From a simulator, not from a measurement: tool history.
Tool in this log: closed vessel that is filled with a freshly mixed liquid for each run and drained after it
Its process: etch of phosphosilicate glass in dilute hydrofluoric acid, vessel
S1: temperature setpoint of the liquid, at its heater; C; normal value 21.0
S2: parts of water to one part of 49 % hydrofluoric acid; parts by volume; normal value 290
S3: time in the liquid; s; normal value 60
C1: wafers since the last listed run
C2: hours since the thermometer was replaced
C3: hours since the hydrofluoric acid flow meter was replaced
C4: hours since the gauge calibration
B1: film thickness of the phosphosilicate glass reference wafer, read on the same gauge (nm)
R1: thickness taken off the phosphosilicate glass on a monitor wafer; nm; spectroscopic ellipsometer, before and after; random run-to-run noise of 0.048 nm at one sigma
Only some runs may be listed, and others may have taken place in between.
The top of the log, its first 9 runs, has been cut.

run   hour    S1   S2  S3     C1     C2     C3     C4      B1     R1
 10  252.0  21.0  390  60   3544  174.0  283.7   24.3  149.98  10.37
 11  281.3  25.0  390  75   4274  203.3  313.0   53.6  150.00  14.83
 12  311.7  25.5  290  85   4434  233.7  343.4   84.0  149.98  25.17
 13  338.3  21.0  290  50   3880  260.3  370.0  110.6  149.99  12.62
 14  357.9  18.5  290  60   2859  279.9  389.6  130.2  150.00  13.74
 15  393.1  21.0  290  60   5134  315.1  424.8  165.4  149.98  15.02
 16  417.3  21.0  290  60   3530  339.3  449.0  189.6  150.00  14.99
 17  451.1  21.0  355  75   4930  373.1  482.8  223.4  150.00  14.39
 18  558.3  25.0  160  75  15637  480.3  590.0  330.6  150.00  44.61
 19  578.4  21.0  290  60   2932  500.4  610.1  350.7  150.01  14.83
     613.7  -- hydrofluoric acid flow meter replaced
 20  617.1  25.5  405  40   5499  539.1    3.4  389.4  149.99   7.58
 21  651.3  19.0  205  80   4988  573.3   37.6  423.6  150.00  28.51
 22  681.9  22.5  340  90   4463  603.9   68.2  454.2  150.00  19.43
 23  715.7  21.0  290  60   4930  637.7  102.0  488.0  150.01  14.99
 24  741.9  21.0  290  60   3821  663.9  128.2  514.2  150.02  14.97
 25  761.7  21.0  290  80   2888  683.7  148.0  534.0  149.97  19.87
 26  774.9  21.0  290  60   1925  696.9  161.2  547.2  149.99  14.91
 27  793.9  24.0  390  70   2771  715.9  180.2  566.2  149.98  13.12
 28  806.8  25.0  165  60   1881  728.8  193.1  579.1  149.99  34.36
 29  835.3  23.5  290  90   4157  757.3  221.6  607.6  150.00  24.41
 30  855.5  17.5  395  45   2946  777.5  241.8  627.8  150.00   6.55
     858.4  -- thermometer replaced
 31  870.9  18.5  345  45   2100   12.5  257.2  643.2  150.01   8.45

Alternative continuations, all from the tool just after run 31; predict every row:
  A  871.6  21.0  290  60  102  13.2  257.9  643.9   ?   ?
  B  871.6  17.0  155  60  102  13.2  257.9  643.9   ?   ?
  C  871.6  21.0  410  60  102  13.2  257.9  643.9   ?   ?
  D  871.6  18.5  145  60  102  13.2  257.9  643.9   ?   ?
  E  871.6  22.5  425  90  102  13.2  257.9  643.9   ?   ?

run      B1     R1
  A  150.02  15.46
  B  150.02  28.17
  C  150.02   9.83
  D  150.02  32.33
  E  150.02  14.77
Take away the tool's hidden state, keep each run's random variation, and the runs would have read:
run     R1
  A  15.70
  B  28.58
  C  10.00
  D  32.79
  E  15.02
